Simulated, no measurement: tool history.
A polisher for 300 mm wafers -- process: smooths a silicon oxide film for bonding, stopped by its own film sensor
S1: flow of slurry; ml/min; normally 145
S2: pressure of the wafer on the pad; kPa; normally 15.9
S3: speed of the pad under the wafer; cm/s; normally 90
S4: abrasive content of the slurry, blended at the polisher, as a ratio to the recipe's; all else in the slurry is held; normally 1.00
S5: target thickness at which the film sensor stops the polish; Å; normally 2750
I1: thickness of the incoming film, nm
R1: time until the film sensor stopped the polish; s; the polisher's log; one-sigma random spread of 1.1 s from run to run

Run 1, hour 0.0: usual settings; I1 321.9. Result: R1 60.0 s.
Run 2, hour 58.1: usual settings but S4 1.15; I1 319.6. Result: R1 53.8 s.
Run 3, hour 125.0: usual settings but S2 13.8 kPa; I1 321.0. Result: R1 68.2 s.
Run 4, hour 217.4: usual settings but S2 13.8 kPa; I1 322.2. Result: R1 65.9 s.
Run 5, hour 255.5: usual settings but S2 13.8 kPa; I1 318.1. Result: R1 62.8 s.
Run 6, hour 351.2: usual settings but S5 2630 Å; I1 322.3. Result: R1 76.5 s.
Run 7, hour 421.5: usual settings but S5 2630 Å; I1 325.3. Result: R1 77.5 s.
Run 8, hour 460.1: usual settings but S4 0.85, S5 2650 Å; I1 325.4. Result: R1 87.2 s.
Run 9, hour 547.8: usual settings but S4 0.85, S5 2650 Å; I1 315.2. Result: R1 67.0 s.
Run 10, hour 589.7: usual settings but S4 0.85, S5 2650 Å; I1 322.2. Result: R1 79.0 s.
Run 11, hour 660.6: usual settings but S1 175 ml/min, S5 2620 Å; I1 323.0. Result: R1 74.9 s.
Run 12, hour 700.8: usual settings; I1 319.9. Result: R1 57.2 s.
Run 13, hour 803.4: usual settings; I1 326.0. Result: R1 66.7 s.
Run 14, hour 841.7: usual settings but S2 19.3 kPa; I1 321.8. Result: R1 51.9 s.
Run 15, hour 912.6: usual settings but S2 19.3 kPa; I1 322.2. Result: R1 51.1 s.
Run 16, hour 970.6: usual settings but S1 185 ml/min, S3 62 cm/s, S5 2650 Å; I1 317.6. Result: R1 87.2 s.
Run 17, hour 1010.8: usual settings but S3 108 cm/s; I1 321.3. Result: R1 52.1 s.
Run 18, hour 1068.7: usual settings but S1 175 ml/min, S2 18.6 kPa, S4 0.80; I1 316.6. Result: R1 48.9 s.
Run 19, hour 1139.8: usual settings but S3 64 cm/s, S4 0.85; I1 317.2. Result: R1 78.1 s.
Run 20, hour 1219.6: usual settings but S1 120 ml/min, S3 116 cm/s; I1 325.4. Result: R1 54.9 s.
Run 21, hour 1298.9: usual settings but S4 0.85, S5 2650 Å; I1 319.5. Result: R1 75.2 s.
Run 22, hour 1368.1: usual settings but S2 11.0 kPa; I1 325.4. Result: R1 91.7 s.
Run 23, hour 1430.0: usual settings; I1 321.0. Result: R1 58.4 s.
Run 24, hour 1488.7: usual settings; I1 321.9. Result: R1 60.7 s.
Run 25, hour 1584.0: usual settings; I1 320.6. Result: R1 58.6 s.
Run 26, hour 1682.5: usual settings; I1 318.2. Result: R1 55.6 s.
Run 27, hour 1741.7: usual settings but S3 110 cm/s; I1 319.0. Result: R1 47.4 s.
Run 28, hour 1842.4: usual settings; I1 324.2. Result: R1 64.6 s.
Run 29, hour 1894.4: usual settings but S3 120 cm/s; I1 315.2. Result: R1 39.1 s.
Run 30, hour 2003.9: usual settings but S1 170 ml/min, S2 18.6 kPa, S4 1.15, S5 2700 Å; I1 319.7. Result: R1 50.6 s.
Run 31, hour 2088.6: usual settings but S2 17.9 kPa, S3 78 cm/s; I1 313.2. Result: R1 48.2 s.

The log once held 19 entries between its listed runs, left out of this copy. Where does each go, and what is different about the tool's unlogged condition between the listed run before it and the listed run after it?
From run 3 to run 4: head pressure recalibrated (hour 166.9)
  both runs share identical hidden conditions
From run 5 to run 6: slurry blender recalibrated (hour 284.7); slurry nozzle cleaned (hour 322.4)
  both runs share identical hidden conditions
From run 6 to run 7: worn pad replaced by a new one (hour 400.9)
  both runs share identical hidden conditions
From run 11 to run 12: head pressure recalibrated (hour 666.2)
  both runs share identical hidden conditions
From run 12 to run 13: slurry blender recalibrated (hour 710.6); slurry nozzle cleaned (hour 754.6); worn pad replaced by a new one (hour 766.4)
  both runs share identical hidden conditions
From run 18 to run 19: head pressure recalibrated (hour 1111.6); slurry blender recalibrated (hour 1120.5)
  both runs share identical hidden conditions
From run 19 to run 20: worn pad replaced by a new one (hour 1153.5)
  both runs share identical hidden conditions
From run 20 to run 21: slurry nozzle cleaned (hour 1265.3)
  both runs share identical hidden conditions
From run 24 to run 25: slurry blender recalibrated (hour 1500.7); head pressure recalibrated (hour 1571.9); worn pad replaced by a new one (hour 1572.5)
  both runs share identical hidden conditions
From run 27 to run 28: slurry nozzle cleaned (hour 1782.7)
  both runs share identical hidden conditions
From run 29 to run 30: slurry blender recalibrated (hour 1960.7); worn pad replaced by a new one (hour 2003.4)
  both runs share identical hidden conditions
From run 30 to run 31: head pressure recalibrated (hour 2077.4)
  both runs share identical hidden conditions
